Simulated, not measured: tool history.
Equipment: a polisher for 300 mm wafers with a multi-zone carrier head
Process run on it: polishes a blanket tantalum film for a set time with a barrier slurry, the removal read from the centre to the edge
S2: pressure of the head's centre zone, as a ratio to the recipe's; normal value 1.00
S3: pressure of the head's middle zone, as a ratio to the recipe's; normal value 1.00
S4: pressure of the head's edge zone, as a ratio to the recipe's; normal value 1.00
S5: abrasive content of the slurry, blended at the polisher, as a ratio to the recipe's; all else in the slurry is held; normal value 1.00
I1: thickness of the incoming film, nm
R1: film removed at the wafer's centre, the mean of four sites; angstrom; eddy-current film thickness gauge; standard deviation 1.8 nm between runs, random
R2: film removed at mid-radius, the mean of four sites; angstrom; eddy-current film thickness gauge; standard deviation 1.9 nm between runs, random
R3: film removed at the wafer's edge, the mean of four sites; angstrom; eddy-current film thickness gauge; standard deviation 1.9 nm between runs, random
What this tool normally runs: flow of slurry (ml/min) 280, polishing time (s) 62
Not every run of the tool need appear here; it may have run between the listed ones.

Run 1, hour 0.0: usual settings; I1 462.0. Result: R1 1672 angstrom, R2 1632 angstrom, R3 1618 angstrom.
Run 2, hour 13.8: usual settings; I1 465.5. Result: R1 1643 angstrom, R2 1599 angstrom, R3 1639 angstrom.
Run 3, hour 26.6: usual settings but S5 0.85; I1 461.9. Result: R1 1631 angstrom, R2 1533 angstrom, R3 1534 angstrom.
Run 4, hour 36.8: usual settings; I1 457.9. Result: R1 1692 angstrom, R2 1591 angstrom, R3 1593 angstrom.
Run 5, hour 52.7: usual settings; I1 453.7. Result: R1 1712 angstrom, R2 1568 angstrom, R3 1631 angstrom.
Run 6, hour 61.4: usual settings; I1 462.5. Result: R1 1712 angstrom, R2 1557 angstrom, R3 1636 angstrom.
Run 7, hour 74.2: usual settings but polishing time (s) 48; I1 458.8. Result: R1 1299 angstrom, R2 1211 angstrom, R3 1238 angstrom.
Run 8, hour 86.4: usual settings but flow of slurry (ml/min) 195; I1 459.6. Result: R1 1552 angstrom, R2 1459 angstrom, R3 1524 angstrom.
At hour 100.6: carrier head's membrane replaced by a new one.
Run 9, hour 101.1: usual settings but S4 1.04; I1 455.1. Result: R1 1677 angstrom, R2 1563 angstrom, R3 1659 angstrom.
At hour 102.1: slurry nozzle cleaned.
At hour 132.0: worn pad replaced by a new one.
At hour 143.9: centre zone pressure recalibrated.
Run 10, hour 144.4: usual settings; I1 469.2. Result: R1 1644 angstrom, R2 1657 angstrom, R3 1638 angstrom.
Run 11, hour 157.0: usual settings but polishing time (s) 54; I1 461.4. Result: R1 1394 angstrom, R2 1398 angstrom, R3 1440 angstrom.
Run 12, hour 167.9: usual settings; I1 458.7. Result: R1 1646 angstrom, R2 1635 angstrom, R3 1649 angstrom.
Run 13, hour 175.0: usual settings but flow of slurry (ml/min) 200, S5 0.75, polishing time (s) 47; I1 452.4. Result: R1 1029 angstrom, R2 1037 angstrom, R3 1078 angstrom.
At hour 189.7: edge zone pressure recalibrated.
Run 14, hour 190.8: usual settings but S3 1.04, S5 1.20; I1 468.5. Result: R1 1749 angstrom, R2 1799 angstrom, R3 1724 angstrom.
Run 15, hour 199.4: usual settings but S4 1.05; I1 462.9. Result: R1 1647 angstrom, R2 1635 angstrom, R3 1685 angstrom.
Run 16, hour 216.3: usual settings; I1 465.3. Result: R1 1609 angstrom, R2 1630 angstrom, R3 1641 angstrom.
Run 17, hour 225.5: usual settings but S2 0.94, S4 1.06, polishing time (s) 78; I1 464.4. Result: R1 1899 angstrom, R2 2056 angstrom, R3 2104 angstrom.
Run 18, hour 236.7: usual settings but flow of slurry (ml/min) 245, S2 1.11, S5 1.25, polishing time (s) 76; I1 464.9. Result: R1 2264 angstrom, R2 2054 angstrom, R3 2135 angstrom.
Run 19, hour 271.5: usual settings but S2 1.10, S3 1.09, S5 1.20; I1 462.1. Result: R1 1830 angstrom, R2 1831 angstrom, R3 1745 angstrom.
Run 20, hour 281.3: usual settings but flow of slurry (ml/min) 230, S2 0.96; I1 455.6. Result: R1 1448 angstrom, R2 1569 angstrom, R3 1604 angstrom.
At hour 285.6: worn pad replaced by a new one.
Run 21, hour 292.8: usual settings but S3 0.95; I1 458.1. Result: R1 1590 angstrom, R2 1534 angstrom, R3 1608 angstrom.

Predict each of these 4 candidate next runs independently; none follows another, all start after run 21:
Run A, hour 293.2: usual settings but S3 0.89; I1 463.3. Result: R1 ?, R2 ?, R3 ?.
Run B, hour 293.2: usual settings but flow of slurry (ml/min) 250, polishing time (s) 70; I1 463.3. Result: R1 ?, R2 ?, R3 ?.
Run C, hour 293.2: usual settings but flow of slurry (ml/min) 370, S2 1.08, S4 0.91; I1 463.3. Result: R1 ?, R2 ?, R3 ?.
Run D, hour 293.2: usual settings but flow of slurry (ml/min) 220, S3 0.95; I1 463.3. Result: R1 ?, R2 ?, R3 ?.

run    R1    R2    R3
  A  1591  1438  1603
  B  1760  1756  1783
  C  1778  1645  1575
  D  1516  1453  1552
Had the tool no hidden state, the same runs would have come out as:
run    R1    R2    R3
  A  1645  1502  1656
  B  1831  1844  1848
  C  1815  1700  1614
  D  1590  1537  1617

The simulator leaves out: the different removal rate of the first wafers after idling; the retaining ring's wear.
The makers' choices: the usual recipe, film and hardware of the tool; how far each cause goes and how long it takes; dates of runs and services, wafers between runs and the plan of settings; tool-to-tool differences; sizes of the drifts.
